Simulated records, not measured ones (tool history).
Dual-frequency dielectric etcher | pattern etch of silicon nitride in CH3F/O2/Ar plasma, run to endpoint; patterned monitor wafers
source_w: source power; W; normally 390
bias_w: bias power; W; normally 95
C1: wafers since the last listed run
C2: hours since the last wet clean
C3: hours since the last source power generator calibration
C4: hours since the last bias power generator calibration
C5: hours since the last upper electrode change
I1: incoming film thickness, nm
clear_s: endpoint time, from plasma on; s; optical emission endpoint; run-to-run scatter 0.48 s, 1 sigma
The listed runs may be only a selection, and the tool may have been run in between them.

{"run": 1, "hour": 0.0, "source_w": 390, "bias_w": 95, "C1": 0, "C2": 489.6, "C3": 1348.1, "C4": 3427.7, "C5": 3203.2, "I1": 56.0, "clear_s": 75.5}
{"hour": 40.8, "done": "wet clean of the chamber"}
{"run": 2, "hour": 50.9, "source_w": 390, "bias_w": 95, "C1": 332, "C2": 10.1, "C3": 1399.0, "C4": 3478.6, "C5": 3254.1, "I1": 55.2, "clear_s": 75.9}
{"run": 3, "hour": 184.1, "source_w": 370, "bias_w": 101, "C1": 1644, "C2": 143.3, "C3": 1532.2, "C4": 3611.8, "C5": 3387.3, "I1": 55.7, "clear_s": 76.7}
{"run": 4, "hour": 251.5, "source_w": 370, "bias_w": 101, "C1": 832, "C2": 210.7, "C3": 1599.6, "C4": 3679.2, "C5": 3454.7, "I1": 56.2, "clear_s": 77.4}
{"run": 5, "hour": 299.8, "source_w": 370, "bias_w": 101, "C1": 596, "C2": 259.0, "C3": 1647.9, "C4": 3727.5, "C5": 3503.0, "I1": 55.9, "clear_s": 78.2}
{"run": 6, "hour": 333.8, "source_w": 390, "bias_w": 95, "C1": 419, "C2": 293.0, "C3": 1681.9, "C4": 3761.5, "C5": 3537.0, "I1": 55.5, "clear_s": 77.5}
{"run": 7, "hour": 389.2, "source_w": 390, "bias_w": 95, "C1": 683, "C2": 348.4, "C3": 1737.3, "C4": 3816.9, "C5": 3592.4, "I1": 55.5, "clear_s": 77.6}
{"run": 8, "hour": 452.6, "source_w": 320, "bias_w": 101, "C1": 782, "C2": 411.8, "C3": 1800.7, "C4": 3880.3, "C5": 3655.8, "I1": 55.5, "clear_s": 82.0}
{"run": 9, "hour": 490.3, "source_w": 320, "bias_w": 101, "C1": 465, "C2": 449.5, "C3": 1838.4, "C4": 3918.0, "C5": 3693.5, "I1": 55.6, "clear_s": 82.3}
{"hour": 529.9, "done": "wet clean of the chamber, repeated, since the last time left the tool worse"}
{"run": 10, "hour": 536.4, "source_w": 320, "bias_w": 101, "C1": 272, "C2": 6.5, "C3": 1884.5, "C4": 3964.1, "C5": 3739.6, "I1": 55.9, "clear_s": 77.2}
{"run": 11, "hour": 565.2, "source_w": 390, "bias_w": 113, "C1": 355, "C2": 35.3, "C3": 1913.3, "C4": 3992.9, "C5": 3768.4, "I1": 55.8, "clear_s": 69.4}
{"run": 12, "hour": 637.0, "source_w": 390, "bias_w": 113, "C1": 886, "C2": 107.1, "C3": 1985.1, "C4": 4064.7, "C5": 3840.2, "I1": 55.4, "clear_s": 68.4}
{"hour": 665.4, "done": "bias power generator calibrated"}
{"hour": 695.1, "done": "upper electrode replaced"}
{"run": 13, "hour": 695.6, "source_w": 290, "bias_w": 83, "C1": 377, "C2": 165.7, "C3": 2043.7, "C4": 30.2, "C5": 0.5, "I1": 55.6, "clear_s": 87.3}
{"run": 14, "hour": 724.2, "source_w": 390, "bias_w": 72, "C1": 353, "C2": 194.3, "C3": 2072.3, "C4": 58.8, "C5": 29.1, "I1": 55.7, "clear_s": 82.2}
{"run": 15, "hour": 792.3, "source_w": 480, "bias_w": 95, "C1": 840, "C2": 262.4, "C3": 2140.4, "C4": 126.9, "C5": 97.2, "I1": 55.3, "clear_s": 67.8}
{"run": 16, "hour": 858.6, "source_w": 370, "bias_w": 101, "C1": 818, "C2": 328.7, "C3": 2206.7, "C4": 193.2, "C5": 163.5, "I1": 55.8, "clear_s": 74.6}
{"run": 17, "hour": 924.5, "source_w": 390, "bias_w": 95, "C1": 813, "C2": 394.6, "C3": 2272.6, "C4": 259.1, "C5": 229.4, "I1": 54.9, "clear_s": 73.1}
{"run": 18, "hour": 966.2, "source_w": 390, "bias_w": 95, "C1": 514, "C2": 436.3, "C3": 2314.3, "C4": 300.8, "C5": 271.1, "I1": 55.8, "clear_s": 74.2}
{"hour": 1009.5, "done": "wet clean of the chamber"}
{"run": 19, "hour": 1017.9, "source_w": 430, "bias_w": 102, "C1": 341, "C2": 8.4, "C3": 2366.0, "C4": 352.5, "C5": 322.8, "I1": 55.6, "clear_s": 68.8}
{"run": 20, "hour": 1050.4, "source_w": 490, "bias_w": 81, "C1": 401, "C2": 40.9, "C3": 2398.5, "C4": 385.0, "C5": 355.3, "I1": 55.5, "clear_s": 70.7}
{"run": 21, "hour": 1106.2, "source_w": 470, "bias_w": 75, "C1": 688, "C2": 96.7, "C3": 2454.3, "C4": 440.8, "C5": 411.1, "I1": 56.1, "clear_s": 74.3}
{"run": 22, "hour": 1161.8, "source_w": 390, "bias_w": 95, "C1": 686, "C2": 152.3, "C3": 2509.9, "C4": 496.4, "C5": 466.7, "I1": 55.8, "clear_s": 73.4}
{"run": 23, "hour": 1190.8, "source_w": 390, "bias_w": 95, "C1": 358, "C2": 181.3, "C3": 2538.9, "C4": 525.4, "C5": 495.7, "I1": 55.7, "clear_s": 73.7}
{"run": 24, "hour": 1262.8, "source_w": 390, "bias_w": 95, "C1": 888, "C2": 253.3, "C3": 2610.9, "C4": 597.4, "C5": 567.7, "I1": 56.6, "clear_s": 75.0}
{"run": 25, "hour": 1314.1, "source_w": 440, "bias_w": 118, "C1": 633, "C2": 304.6, "C3": 2662.2, "C4": 648.7, "C5": 619.0, "I1": 55.9, "clear_s": 65.8}
{"run": 26, "hour": 1346.9, "source_w": 350, "bias_w": 117, "C1": 404, "C2": 337.4, "C3": 2695.0, "C4": 681.5, "C5": 651.8, "I1": 55.6, "clear_s": 72.2}
{"run": 27, "hour": 1398.8, "source_w": 340, "bias_w": 81, "C1": 640, "C2": 389.3, "C3": 2746.9, "C4": 733.4, "C5": 703.7, "I1": 55.9, "clear_s": 84.4}
{"hour": 1445.6, "done": "source power generator calibrated"}
{"hour": 1534.1, "done": "wet clean of the chamber"}
{"run": 28, "hour": 1606.5, "source_w": 480, "bias_w": 113, "C1": 2218, "C2": 72.4, "C3": 160.9, "C4": 941.1, "C5": 911.4, "I1": 55.3, "clear_s": 63.0}
{"run": 29, "hour": 1642.4, "source_w": 350, "bias_w": 119, "C1": 443, "C2": 108.3, "C3": 196.8, "C4": 977.0, "C5": 947.3, "I1": 55.9, "clear_s": 70.1}
{"run": 30, "hour": 1672.8, "source_w": 390, "bias_w": 111, "C1": 375, "C2": 138.7, "C3": 227.2, "C4": 1007.4, "C5": 977.7, "I1": 56.0, "clear_s": 70.3}
{"run": 31, "hour": 1704.5, "source_w": 440, "bias_w": 113, "C1": 391, "C2": 170.4, "C3": 258.9, "C4": 1039.1, "C5": 1009.4, "I1": 56.0, "clear_s": 66.4}
{"run": 32, "hour": 1750.0, "source_w": 470, "bias_w": 95, "C1": 561, "C2": 215.9, "C3": 304.4, "C4": 1084.6, "C5": 1054.9, "I1": 55.3, "clear_s": 68.3}
{"run": 33, "hour": 1804.0, "source_w": 390, "bias_w": 95, "C1": 666, "C2": 269.9, "C3": 358.4, "C4": 1138.6, "C5": 1108.9, "I1": 55.5, "clear_s": 73.5}
{"hour": 1998.7, "done": "wet clean of the chamber"}
{"run": 34, "hour": 2004.5, "source_w": 390, "bias_w": 95, "C1": 2179, "C2": 5.8, "C3": 558.9, "C4": 1339.1, "C5": 1309.4, "I1": 55.4, "clear_s": 71.7}

Hidden condition of the tool, last listed run before each entry between runs versus first listed run after:
Logged between run 1 and run 2: wet clean of the chamber (hour 40.8)
  etch rate over this chamber's usual, %: -2.68 -> -4.7
  difference, measured minus the result without the unlogged condition, clear_s: +2.1 -> +3.6 s
Logged between run 9 and run 10: wet clean of the chamber, repeated, since the last time left the tool worse (hour 529.9)
  etch rate over this chamber's usual, %: -6.73 -> -0.158
  difference, measured minus the result without the unlogged condition, clear_s: +5.6 -> +0.1 s
Logged between run 12 and run 13: bias power generator calibrated (hour 665.4); upper electrode replaced (hour 695.1)
  etch rate over this chamber's usual, %: -0.622 -> -0.893
  difference, measured minus the result without the unlogged condition, clear_s: +0.5 -> +0.8 s
Logged between run 18 and run 19: wet clean of the chamber (hour 1009.5)
  etch rate over this chamber's usual, %: -2.14 -> -0.215
  difference, measured minus the result without the unlogged condition, clear_s: +1.6 -> +0.2 s
Logged between run 27 and run 28: source power generator calibrated (hour 1445.6); wet clean of the chamber (hour 1534.1)
  etch rate over this chamber's usual, %: -1.97 -> -0.431
  difference, measured minus the result without the unlogged condition, clear_s: +1.7 -> +0.2 s
Logged between run 33 and run 34: wet clean of the chamber (hour 1998.7)
  etch rate over this chamber's usual, %: -1.34 -> 0.337
  difference, measured minus the result without the unlogged condition, clear_s: +1.0 -> -0.3 s
